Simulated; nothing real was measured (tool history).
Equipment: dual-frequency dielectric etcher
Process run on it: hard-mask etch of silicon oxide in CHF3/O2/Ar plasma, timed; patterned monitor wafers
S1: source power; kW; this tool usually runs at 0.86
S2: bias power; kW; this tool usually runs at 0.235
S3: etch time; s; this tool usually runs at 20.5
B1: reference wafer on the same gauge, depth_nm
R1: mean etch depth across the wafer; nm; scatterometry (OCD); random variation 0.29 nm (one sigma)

run 1 hour=0 | S1=0.86 S2=0.235 S3=16 | B1=45.2 | R1=37.5
run 2 hour=11.5 | S1=0.86 S2=0.235 S3=16 | B1=45.2 | R1=37.2
run 3 hour=18.3 | S1=0.98 S2=0.235 S3=20.5 | B1=45.1 | R1=51.8
run 4 hour=31.7 | S1=0.86 S2=0.235 S3=20.5 | B1=45.2 | R1=48.1
run 5 hour=42.6 | S1=0.86 S2=0.235 S3=20.5 | B1=45.2 | R1=48.2
-- hour=65.8 gauge calibrated
-- hour=72.8 source power generator calibrated
-- hour=73.6 bias power generator calibrated
-- hour=74 upper electrode replaced
-- hour=90.9 wet clean of the chamber
run 6 hour=91.4 | S1=0.86 S2=0.235 S3=20.5 | B1=45.2 | R1=48.1
run 7 hour=91.8 | S1=0.86 S2=0.235 S3=20.5 | B1=45.3 | R1=47.9
run 8 hour=92.1 | S1=0.78 S2=0.192 S3=20.5 | B1=45.2 | R1=43.8
run 9 hour=92.4 | S1=0.86 S2=0.235 S3=20.5 | B1=45.3 | R1=48.2
run 10 hour=92.7 | S1=1.02 S2=0.252 S3=20.5 | B1=45.2 | R1=53.1
run 11 hour=105.7 | S1=0.78 S2=0.192 S3=20.5 | B1=45 | R1=43.7
run 12 hour=114 | S1=0.86 S2=0.235 S3=20.5 | B1=45.2 | R1=48.3
run 13 hour=122.4 | S1=0.7 S2=0.269 S3=20.5 | B1=45.3 | R1=43.6
run 14 hour=133.8 | S1=1.01 S2=0.274 S3=17.5 | B1=45.2 | R1=46.1
run 15 hour=146.3 | S1=1.03 S2=0.282 S3=20.5 | B1=45.2 | R1=55

Consider 5 possible next runs. They are alternatives, not a sequence: every one starts from the tool as it was left by run 15. What does each give?
run A hour=146.7 | S1=0.86 S2=0.235 S3=23.5 | B1=? | R1=?
run B hour=146.7 | S1=0.86 S2=0.219 S3=25.5 | B1=? | R1=?
run C hour=146.7 | S1=0.86 S2=0.18 S3=25 | B1=? | R1=?
run D hour=146.7 | S1=0.93 S2=0.255 S3=18 | B1=? | R1=?
run E hour=146.7 | S1=0.86 S2=0.235 S3=14.5 | B1=? | R1=?

run=A B1=45.2 R1=55.2
run=B B1=45.2 R1=59.1
run=C B1=45.2 R1=56
run=D B1=45.2 R1=44.9
run=E B1=45.2 R1=34.1
What these runs would have given with no unlogged condition in the tool:
run=A R1=55.2
run=B R1=59.1
run=C R1=56
run=D R1=44.9
run=E R1=34.1
